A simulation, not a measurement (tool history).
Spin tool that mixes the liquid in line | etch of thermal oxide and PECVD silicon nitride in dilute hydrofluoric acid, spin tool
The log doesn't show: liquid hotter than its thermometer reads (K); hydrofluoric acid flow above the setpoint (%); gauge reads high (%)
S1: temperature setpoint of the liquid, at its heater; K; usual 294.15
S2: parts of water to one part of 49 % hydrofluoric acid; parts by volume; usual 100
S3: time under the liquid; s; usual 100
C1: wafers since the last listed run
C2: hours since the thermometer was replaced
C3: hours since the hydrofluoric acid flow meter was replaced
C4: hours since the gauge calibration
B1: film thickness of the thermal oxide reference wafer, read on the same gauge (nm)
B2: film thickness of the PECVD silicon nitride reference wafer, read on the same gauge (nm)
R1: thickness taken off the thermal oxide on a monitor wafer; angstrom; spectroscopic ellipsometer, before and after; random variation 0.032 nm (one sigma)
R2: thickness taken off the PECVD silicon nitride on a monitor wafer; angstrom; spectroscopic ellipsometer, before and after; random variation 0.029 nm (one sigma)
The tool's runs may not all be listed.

| run | hour | S1 | S2 | S3 | C1 | C2 | C3 | C4 | B1 | B2 | R1 | R2 |
|---|---|---|---|---|---|---|---|---|---|---|---|---|
| 1 | 0.0 | 294.15 | 110 | 120 | 0 | 809.1 | 730.7 | 2585.7 | 109.988 | 80.018 | 43.89 | 23.31 |
| 2 | 102.9 | 294.15 | 100 | 100 | 1107 | 912.0 | 833.6 | 2688.6 | 109.988 | 79.987 | 41.64 | 21.19 |
|  | 255.3 | gauge calibrated |
| 3 | 278.5 | 294.15 | 100 | 100 | 1890 | 1087.6 | 1009.2 | 23.2 | 110.001 | 80.000 | 41.88 | 21.24 |
| 4 | 320.5 | 294.15 | 70 | 100 | 452 | 1129.6 | 1051.2 | 65.2 | 110.003 | 79.971 | 61.47 | 29.90 |
| 5 | 413.5 | 291.65 | 100 | 100 | 1001 | 1222.6 | 1144.2 | 158.2 | 109.990 | 80.004 | 38.11 | 17.88 |
| 6 | 500.4 | 291.65 | 100 | 100 | 935 | 1309.5 | 1231.1 | 245.1 | 110.008 | 80.028 | 38.43 | 18.29 |
| 7 | 586.6 | 291.65 | 100 | 100 | 927 | 1395.7 | 1317.3 | 331.3 | 110.005 | 80.002 | 38.56 | 18.20 |
| 8 | 665.6 | 294.15 | 100 | 100 | 850 | 1474.7 | 1396.3 | 410.3 | 110.008 | 80.000 | 42.95 | 22.20 |
|  | 707.4 | hydrofluoric acid flow meter replaced |
| 9 | 729.9 | 294.15 | 85 | 100 | 681 | 1539.0 | 22.5 | 474.6 | 110.004 | 79.984 | 46.93 | 23.60 |
| 10 | 787.1 | 294.15 | 55 | 100 | 615 | 1596.2 | 79.7 | 531.8 | 110.006 | 80.016 | 74.90 | 37.18 |
| 11 | 823.4 | 294.15 | 115 | 55 | 390 | 1632.5 | 116.0 | 568.1 | 110.000 | 79.998 | 18.53 | 9.98 |
| 12 | 924.7 | 294.15 | 75 | 100 | 1090 | 1733.8 | 217.3 | 669.4 | 110.004 | 79.987 | 55.14 | 27.25 |
| 13 | 970.1 | 292.15 | 100 | 140 | 488 | 1779.2 | 262.7 | 714.8 | 109.994 | 79.991 | 51.44 | 25.95 |
| 14 | 1035.8 | 290.15 | 135 | 155 | 707 | 1844.9 | 328.4 | 780.5 | 109.994 | 80.020 | 38.05 | 18.36 |
|  | 1042.2 | thermometer replaced |
| 15 | 1138.1 | 290.15 | 125 | 150 | 1090 | 95.9 | 430.7 | 882.8 | 110.016 | 80.004 | 40.10 | 19.61 |
| 16 | 1225.8 | 294.15 | 100 | 100 | 944 | 183.6 | 518.4 | 970.5 | 110.001 | 79.959 | 39.99 | 20.70 |
| 17 | 1282.3 | 290.15 | 135 | 155 | 608 | 240.1 | 574.9 | 1027.0 | 110.013 | 80.012 | 37.83 | 18.64 |
| 18 | 1378.8 | 294.15 | 150 | 50 | 1038 | 336.6 | 671.4 | 1123.5 | 109.989 | 80.022 | 13.01 | 7.24 |
| 19 | 1484.2 | 294.15 | 135 | 160 | 1134 | 442.0 | 776.8 | 1228.9 | 109.987 | 79.978 | 46.71 | 25.74 |
| 20 | 1543.7 | 294.15 | 100 | 100 | 640 | 501.5 | 836.3 | 1288.4 | 110.025 | 80.026 | 41.51 | 21.42 |
| 21 | 1632.3 | 290.15 | 130 | 125 | 953 | 590.1 | 924.9 | 1377.0 | 109.998 | 79.982 | 32.37 | 15.98 |
| 22 | 1717.6 | 296.15 | 100 | 75 | 918 | 675.4 | 1010.2 | 1462.3 | 110.007 | 79.975 | 34.32 | 18.33 |
| 23 | 1799.1 | 291.15 | 60 | 80 | 877 | 756.9 | 1091.7 | 1543.8 | 109.989 | 80.011 | 51.59 | 23.76 |
| 24 | 1880.0 | 290.65 | 100 | 100 | 870 | 837.8 | 1172.6 | 1624.7 | 109.995 | 80.023 | 37.11 | 16.99 |
| 25 | 1947.0 | 294.15 | 100 | 55 | 721 | 904.8 | 1239.6 | 1691.7 | 109.994 | 79.963 | 23.65 | 11.95 |

Some steps in R1 between neighbouring runs. How much of each would the tool show without its hidden state too (settings, what came in, random variation), and how much is left for the hidden state, with any gauge scatter that isn't in both results?
Run 8 -> 9: S2 100 -> 85, hydrofluoric acid flow meter replaced. R1 +3.98 angstrom: hidden state -3.49, all else +7.47.
Run 10 -> 11: S2 55 -> 115, S3 100 -> 55. R1 -56.37 angstrom: hidden state -1.15, all else -55.22.
Run 11 -> 12: S2 115 -> 75, S3 55 -> 100. R1 +36.61 angstrom: hidden state +1.24, all else +35.37.
Run 18 -> 19: S2 150 -> 135, S3 50 -> 160. R1 +33.70 angstrom: hidden state +2.42, all else +31.28.
